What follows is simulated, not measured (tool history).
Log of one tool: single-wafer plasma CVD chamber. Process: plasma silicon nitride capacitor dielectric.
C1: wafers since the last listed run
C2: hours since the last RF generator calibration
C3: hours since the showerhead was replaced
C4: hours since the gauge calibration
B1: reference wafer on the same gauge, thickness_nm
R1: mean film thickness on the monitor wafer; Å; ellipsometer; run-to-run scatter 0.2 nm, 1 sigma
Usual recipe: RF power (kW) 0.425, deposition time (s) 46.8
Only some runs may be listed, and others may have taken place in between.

{"run": 1, "hour": 0.0, "RF power (kW)": 0.425, "deposition time (s)": 50.6, "C1": 0, "C2": 686.5, "C3": 8326.9, "C4": 354.2, "B1": 59.782, "R1": 672.07}
{"run": 2, "hour": 14.1, "RF power (kW)": 0.425, "deposition time (s)": 46.8, "C1": 245, "C2": 700.6, "C3": 8341.0, "C4": 368.3, "B1": 59.811, "R1": 621.76}
{"run": 3, "hour": 27.3, "RF power (kW)": 0.425, "deposition time (s)": 46.8, "C1": 229, "C2": 713.8, "C3": 8354.2, "C4": 381.5, "B1": 59.783, "R1": 622.45}
{"run": 4, "hour": 40.8, "RF power (kW)": 0.425, "deposition time (s)": 46.8, "C1": 234, "C2": 727.3, "C3": 8367.7, "C4": 395.0, "B1": 59.771, "R1": 624.05}
{"run": 5, "hour": 51.6, "RF power (kW)": 0.425, "deposition time (s)": 46.8, "C1": 187, "C2": 738.1, "C3": 8378.5, "C4": 405.8, "B1": 59.816, "R1": 616.86}
{"run": 6, "hour": 69.6, "RF power (kW)": 0.425, "deposition time (s)": 46.8, "C1": 312, "C2": 756.1, "C3": 8396.5, "C4": 423.8, "B1": 59.846, "R1": 620.2}
{"run": 7, "hour": 80.6, "RF power (kW)": 0.425, "deposition time (s)": 46.8, "C1": 191, "C2": 767.1, "C3": 8407.5, "C4": 434.8, "B1": 59.792, "R1": 625.23}
{"run": 8, "hour": 90.2, "RF power (kW)": 0.455, "deposition time (s)": 46.8, "C1": 166, "C2": 776.7, "C3": 8417.1, "C4": 444.4, "B1": 59.84, "R1": 637.89}
{"run": 9, "hour": 105.3, "RF power (kW)": 0.455, "deposition time (s)": 46.8, "C1": 262, "C2": 791.8, "C3": 8432.2, "C4": 459.5, "B1": 59.812, "R1": 638.81}
{"run": 10, "hour": 118.6, "RF power (kW)": 0.455, "deposition time (s)": 46.8, "C1": 231, "C2": 805.1, "C3": 8445.5, "C4": 472.8, "B1": 59.792, "R1": 634.51}
{"run": 11, "hour": 126.7, "RF power (kW)": 0.425, "deposition time (s)": 46.8, "C1": 140, "C2": 813.2, "C3": 8453.6, "C4": 480.9, "B1": 59.833, "R1": 623.6}
{"run": 12, "hour": 135.4, "RF power (kW)": 0.425, "deposition time (s)": 46.8, "C1": 151, "C2": 821.9, "C3": 8462.3, "C4": 489.6, "B1": 59.759, "R1": 619.18}
{"run": 13, "hour": 143.8, "RF power (kW)": 0.45, "deposition time (s)": 46.8, "C1": 146, "C2": 830.3, "C3": 8470.7, "C4": 498.0, "B1": 59.846, "R1": 635.16}
{"run": 14, "hour": 154.0, "RF power (kW)": 0.45, "deposition time (s)": 46.8, "C1": 177, "C2": 840.5, "C3": 8480.9, "C4": 508.2, "B1": 59.822, "R1": 633.12}
{"run": 15, "hour": 167.0, "RF power (kW)": 0.425, "deposition time (s)": 46.8, "C1": 225, "C2": 853.5, "C3": 8493.9, "C4": 521.2, "B1": 59.855, "R1": 621.83}
{"run": 16, "hour": 175.4, "RF power (kW)": 0.425, "deposition time (s)": 46.8, "C1": 146, "C2": 861.9, "C3": 8502.3, "C4": 529.6, "B1": 59.796, "R1": 618.62}
{"run": 17, "hour": 187.7, "RF power (kW)": 0.425, "deposition time (s)": 46.8, "C1": 213, "C2": 874.2, "C3": 8514.6, "C4": 541.9, "B1": 59.771, "R1": 621.89}
{"run": 18, "hour": 197.2, "RF power (kW)": 0.425, "deposition time (s)": 46.8, "C1": 165, "C2": 883.7, "C3": 8524.1, "C4": 551.4, "B1": 59.848, "R1": 619.99}
{"run": 19, "hour": 213.7, "RF power (kW)": 0.425, "deposition time (s)": 46.8, "C1": 286, "C2": 900.2, "C3": 8540.6, "C4": 567.9, "B1": 59.764, "R1": 622.3}
{"run": 20, "hour": 224.9, "RF power (kW)": 0.425, "deposition time (s)": 46.8, "C1": 194, "C2": 911.4, "C3": 8551.8, "C4": 579.1, "B1": 59.815, "R1": 622.21}
{"hour": 238.4, "done": "gauge calibrated"}
{"run": 21, "hour": 242.3, "RF power (kW)": 0.425, "deposition time (s)": 46.8, "C1": 302, "C2": 928.8, "C3": 8569.2, "C4": 3.9, "B1": 59.824, "R1": 619.08}
{"hour": 262.8, "done": "RF generator calibrated"}
{"run": 22, "hour": 263.3, "RF power (kW)": 0.475, "deposition time (s)": 55.9, "C1": 225, "C2": 0.5, "C3": 8590.2, "C4": 24.9, "B1": 59.77, "R1": 788.88}
{"run": 23, "hour": 273.9, "RF power (kW)": 0.425, "deposition time (s)": 46.8, "C1": 184, "C2": 11.1, "C3": 8600.8, "C4": 35.5, "B1": 59.843, "R1": 636.11}
{"run": 24, "hour": 289.8, "RF power (kW)": 0.425, "deposition time (s)": 49.5, "C1": 276, "C2": 27.0, "C3": 8616.7, "C4": 51.4, "B1": 59.774, "R1": 669.09}
{"run": 25, "hour": 296.6, "RF power (kW)": 0.345, "deposition time (s)": 39.6, "C1": 118, "C2": 33.8, "C3": 8623.5, "C4": 58.2, "B1": 59.802, "R1": 494.52}
{"run": 26, "hour": 304.7, "RF power (kW)": 0.48, "deposition time (s)": 54.5, "C1": 140, "C2": 41.9, "C3": 8631.6, "C4": 66.3, "B1": 59.801, "R1": 770.87}
{"run": 27, "hour": 320.2, "RF power (kW)": 0.425, "deposition time (s)": 46.8, "C1": 269, "C2": 57.4, "C3": 8647.1, "C4": 81.8, "B1": 59.828, "R1": 633.76}
{"hour": 335.8, "done": "showerhead replaced"}
{"run": 28, "hour": 336.4, "RF power (kW)": 0.375, "deposition time (s)": 46.8, "C1": 142, "C2": 73.6, "C3": 0.6, "C4": 98.0, "B1": 59.786, "R1": 603.47}
{"run": 29, "hour": 345.7, "RF power (kW)": 0.46, "deposition time (s)": 42.9, "C1": 161, "C2": 82.9, "C3": 9.9, "C4": 107.3, "B1": 59.734, "R1": 592.75}
{"run": 30, "hour": 352.2, "RF power (kW)": 0.385, "deposition time (s)": 53.6, "C1": 112, "C2": 89.4, "C3": 16.4, "C4": 113.8, "B1": 59.811, "R1": 694.46}

Run 31 has not been measured yet. What should we expect?
{"run": 31, "hour": 365.1, "RF power (kW)": 0.425, "deposition time (s)": 46.8, "C1": 224, "C2": 102.3, "C3": 29.3, "C4": 126.7, "B1": "?", "R1": "?"}

{"run 31": {"B1": 59.816, "R1": 625.88}}
Were there no unlogged condition in the tool, this run, its random variation unchanged, would have produced R1 637.99 Å.
